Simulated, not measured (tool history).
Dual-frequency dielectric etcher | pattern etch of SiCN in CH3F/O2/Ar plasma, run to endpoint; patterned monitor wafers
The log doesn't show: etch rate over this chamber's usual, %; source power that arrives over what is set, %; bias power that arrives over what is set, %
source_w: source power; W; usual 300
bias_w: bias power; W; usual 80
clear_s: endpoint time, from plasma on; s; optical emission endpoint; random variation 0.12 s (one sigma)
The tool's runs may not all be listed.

run	hour	source_w	bias_w	wafers since the last listed run	hours since the last wet clean	hours since the last source power generator calibration	hours since the last bias power generator calibration	hours since the last upper electrode change	incoming incoming film thickness, nm	clear_s
1	0	300	80	0	236	2921.6	4207.4	5026.5	8.55	26.1
2	31.1	300	80	569	267.1	2952.7	4238.5	5057.6	8.45	25.7
3	48.1	300	80	311	284.1	2969.7	4255.5	5074.6	8.51	25.9
4	75.7	300	80	505	311.7	2997.3	4283.1	5102.2	8.56	26.5
# hour 146.3: wet clean of the chamber
5	159	300	80	1085	12.7	3080.6	4366.4	5185.5	8.48	26
6	178.7	340	84	360	32.4	3100.3	4386.1	5205.2	8.49	24.3
7	203.8	300	80	459	57.5	3125.4	4411.2	5230.3	8.47	26.1
# hour 228: bias power generator calibrated
# hour 240.4: upper electrode replaced
8	240.9	300	80	378	94.6	3162.5	12.9	0.5	8.55	25.8
9	245.6	300	80	86	99.3	3167.2	17.6	5.2	8.5	26
10	259.3	300	80	250	113	3180.9	31.3	18.9	8.53	26.1
11	275	300	67	287	128.7	3196.6	47	34.6	8.53	29
12	364.9	300	67	1645	218.6	3286.5	136.9	124.5	8.58	29.2
13	384.8	300	80	364	238.5	3306.4	156.8	144.4	8.54	26.2
14	415.6	340	80	563	269.3	3337.2	187.6	175.2	8.41	24.6
# hour 462.7: wet clean of the chamber
15	506.3	350	73	1221	43.6	3427.9	278.3	265.9	8.47	26.2
16	539.3	330	80	604	76.6	3460.9	311.3	298.9	8.54	25.5
17	551.8	300	95	228	89.1	3473.4	323.8	311.4	8.47	23.3
18	575.1	330	94	426	112.4	3496.7	347.1	334.7	8.45	22.9
19	596.6	300	80	393	133.9	3518.2	368.6	356.2	8.59	26
20	632.2	370	72	651	169.5	3553.8	404.2	391.8	8.45	25.7
# hour 648.2: source power generator calibrated
21	665.3	280	62	532	202.6	17.1	437.3	424.9	8.62	31.3
22	680	240	98	269	217.3	31.8	452	439.6	8.49	24.8
23	701.5	300	80	393	238.8	53.3	473.5	461.1	8.43	25.7
24	724.3	360	90	417	261.6	76.1	496.3	483.9	8.54	22.9
25	745.2	330	62	382	282.5	97	517.2	504.8	8.53	29.6
# hour 842.3: wet clean of the chamber
26	842.8	340	97	1347	0.5	194.6	614.8	602.4	8.5	22.4
27	845	240	99	40	2.7	196.8	617	604.6	8.48	24.5
28	872	330	93	494	29.7	223.8	644	631.6	8.51	23.1
29	886.5	300	80	265	44.2	238.3	658.5	646.1	8.54	25.9
30	915	350	71	521	72.7	266.8	687	674.6	8.49	26.5
31	948.1	300	60	605	105.8	299.9	720.1	707.7	8.51	31.2
32	982.6	300	80	631	140.3	334.4	754.6	742.2	8.51	26.1
33	1006.9	320	91	444	164.6	358.7	778.9	766.5	8.59	23.8
34	1020.3	350	80	245	178	372.1	792.3	779.9	8.55	24.9

The next listed run, before its measurement:
35	1042.7	300	80	410	200.4	394.5	814.7	802.3	8.52	?

Run 35 gave clear_s 26 s.
Without the tool's hidden state the same run would have given clear_s 26 s.
